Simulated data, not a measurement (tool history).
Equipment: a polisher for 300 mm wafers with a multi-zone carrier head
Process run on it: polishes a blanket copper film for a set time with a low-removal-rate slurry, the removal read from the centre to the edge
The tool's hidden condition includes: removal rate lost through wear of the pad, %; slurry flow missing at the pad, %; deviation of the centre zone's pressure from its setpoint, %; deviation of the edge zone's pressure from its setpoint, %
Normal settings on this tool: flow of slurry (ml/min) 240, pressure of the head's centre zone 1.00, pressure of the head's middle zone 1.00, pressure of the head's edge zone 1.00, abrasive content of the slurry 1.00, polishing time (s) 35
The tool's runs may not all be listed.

| run | hour | flow of slurry (ml/min) | pressure of the head's centre zone | pressure of the head's middle zone | pressure of the head's edge zone | abrasive content of the slurry | polishing time (s) | wafers since the last listed run | wafers polished on this pad | hours since the slurry nozzle was cleaned | hours since the centre zone pressure was calibrated | hours since the edge zone pressure was calibrated | hours since the carrier head's membrane was replaced | incoming thickness of the incoming film, nm | film removed at the wafer's centre (nm) | film removed at mid-radius (nm) | film removed at the wafer's edge (nm) |
|---|---|---|---|---|---|---|---|---|---|---|---|---|---|---|---|---|---|
| 1 | 0.0 | 305 | 1.00 | 1.00 | 1.00 | 1.00 | 35 | 0 | 5020 | 105.6 | 105.6 | 43.6 | 750.7 | 831.9 | 133.8 | 134.1 | 137.7 |
|  | 49.6 | worn pad replaced by a new one |
| 2 | 50.1 | 305 | 1.00 | 1.00 | 1.00 | 1.00 | 35 | 479 | 5 | 155.7 | 155.7 | 93.7 | 800.8 | 828.4 | 136.5 | 135.9 | 136.1 |
|  | 120.5 | carrier head's membrane replaced by a new one |
| 3 | 152.9 | 305 | 1.00 | 1.00 | 1.00 | 1.00 | 35 | 1017 | 1022 | 258.5 | 258.5 | 196.5 | 32.4 | 831.9 | 131.5 | 131.2 | 135.1 |
| 4 | 223.0 | 240 | 1.00 | 1.00 | 1.00 | 1.20 | 45 | 729 | 1751 | 328.6 | 328.6 | 266.6 | 102.5 | 832.6 | 172.0 | 171.6 | 172.7 |
|  | 403.7 | edge zone pressure recalibrated |
| 5 | 504.4 | 240 | 1.00 | 1.00 | 1.00 | 1.00 | 35 | 2906 | 4658 | 610.0 | 610.0 | 100.7 | 383.9 | 825.7 | 128.2 | 127.4 | 130.7 |
| 6 | 551.7 | 240 | 1.00 | 1.00 | 0.96 | 1.00 | 35 | 492 | 5150 | 657.3 | 657.3 | 148.0 | 431.2 | 831.2 | 127.9 | 125.5 | 130.2 |
| 7 | 604.0 | 240 | 1.00 | 1.00 | 1.00 | 1.00 | 35 | 544 | 5694 | 709.6 | 709.6 | 200.3 | 483.5 | 810.8 | 127.7 | 125.6 | 130.7 |
|  | 620.6 | worn pad replaced by a new one |
|  | 644.4 | centre zone pressure recalibrated |
| 8 | 678.5 | 240 | 1.00 | 1.00 | 1.00 | 1.00 | 35 | 712 | 581 | 784.1 | 34.1 | 274.8 | 558.0 | 805.8 | 125.9 | 126.1 | 128.9 |
| 9 | 728.4 | 205 | 1.07 | 1.08 | 1.00 | 0.90 | 35 | 519 | 1100 | 834.0 | 84.0 | 324.7 | 607.9 | 824.5 | 129.3 | 128.4 | 125.7 |
|  | 806.9 | slurry nozzle cleaned |
| 10 | 835.6 | 240 | 1.00 | 1.00 | 1.12 | 1.00 | 35 | 1104 | 2205 | 28.7 | 191.2 | 431.9 | 715.1 | 819.3 | 134.9 | 132.7 | 141.8 |
| 11 | 924.5 | 240 | 1.00 | 1.00 | 1.00 | 1.00 | 35 | 924 | 3130 | 117.6 | 280.1 | 520.8 | 804.0 | 826.0 | 134.1 | 133.2 | 132.2 |
|  | 952.7 | edge zone pressure recalibrated |
| 12 | 975.9 | 210 | 1.11 | 1.09 | 1.00 | 1.25 | 35 | 513 | 3644 | 169.0 | 331.5 | 23.2 | 855.4 | 815.0 | 152.4 | 144.4 | 135.1 |
|  | 994.8 | carrier head's membrane replaced by a new one |
| 13 | 1032.4 | 240 | 1.00 | 1.09 | 1.09 | 1.20 | 35 | 535 | 4179 | 225.5 | 388.0 | 79.7 | 37.6 | 810.2 | 134.2 | 145.0 | 142.8 |
|  | 1058.2 | worn pad replaced by a new one |
| 14 | 1080.7 | 210 | 1.11 | 1.09 | 1.00 | 1.25 | 35 | 460 | 234 | 273.8 | 436.3 | 128.0 | 85.9 | 825.7 | 145.5 | 139.9 | 136.6 |
| 15 | 1118.6 | 240 | 1.00 | 0.95 | 1.00 | 1.00 | 39 | 394 | 628 | 311.7 | 474.2 | 165.9 | 123.8 | 807.5 | 146.0 | 139.1 | 147.3 |
| 16 | 1214.4 | 265 | 1.11 | 1.00 | 1.08 | 1.00 | 35 | 996 | 1625 | 407.5 | 570.0 | 261.7 | 219.6 | 822.8 | 144.2 | 131.4 | 138.6 |
| 17 | 1265.4 | 200 | 1.08 | 1.00 | 1.00 | 0.85 | 35 | 530 | 2155 | 458.5 | 621.0 | 312.7 | 270.6 | 820.2 | 135.2 | 121.4 | 125.1 |
| 18 | 1359.6 | 300 | 1.00 | 1.00 | 0.90 | 1.00 | 35 | 979 | 3135 | 552.7 | 715.2 | 406.9 | 364.8 | 830.9 | 129.2 | 130.2 | 124.9 |
|  | 1384.9 | centre zone pressure recalibrated |
| 19 | 1408.5 | 195 | 1.05 | 1.04 | 1.00 | 0.85 | 35 | 487 | 3623 | 601.6 | 23.6 | 455.8 | 413.7 | 823.5 | 124.4 | 125.2 | 125.2 |
| 20 | 1466.0 | 240 | 1.00 | 1.00 | 1.00 | 1.20 | 45 | 598 | 4221 | 659.1 | 81.1 | 513.3 | 471.2 | 833.0 | 173.4 | 168.3 | 171.2 |

5 ways to go on from here, each from the tool as it stands after run 20. What would each give?
| A | 1466.4 | 240 | 1.00 | 1.00 | 1.00 | 1.00 | 35 | 4 | 4225 | 659.5 | 81.5 | 513.7 | 471.6 | 829.8 | ? | ? | ? |
| B | 1466.4 | 165 | 0.91 | 1.00 | 1.00 | 1.10 | 43 | 4 | 4225 | 659.5 | 81.5 | 513.7 | 471.6 | 829.8 | ? | ? | ? |
| C | 1466.4 | 240 | 1.10 | 1.00 | 1.00 | 1.00 | 35 | 4 | 4225 | 659.5 | 81.5 | 513.7 | 471.6 | 829.8 | ? | ? | ? |
| D | 1466.4 | 305 | 1.11 | 0.94 | 1.00 | 1.00 | 29 | 4 | 4225 | 659.5 | 81.5 | 513.7 | 471.6 | 829.8 | ? | ? | ? |
| E | 1466.4 | 240 | 1.00 | 1.00 | 0.92 | 1.00 | 26 | 4 | 4225 | 659.5 | 81.5 | 513.7 | 471.6 | 829.8 | ? | ? | ? |

| run | film removed at the wafer's centre (nm) | film removed at mid-radius (nm) | film removed at the wafer's edge (nm) |
|---|---|---|---|
| A | 129.7 | 124.3 | 130.5 |
| B | 140.9 | 148.8 | 158.1 |
| C | 142.3 | 124.2 | 130.5 |
| D | 122.2 | 100.2 | 110.3 |
| E | 96.3 | 92.3 | 93.2 |
With no hidden state in the tool, these same runs would have given:
| run | film removed at the wafer's centre (nm) | film removed at mid-radius (nm) | film removed at the wafer's edge (nm) |
|---|---|---|---|
| A | 135.5 | 129.3 | 134.4 |
| B | 149.0 | 156.4 | 163.9 |
| C | 148.7 | 129.2 | 134.4 |
| D | 126.8 | 103.6 | 113.1 |
| E | 100.7 | 96.0 | 96.0 |
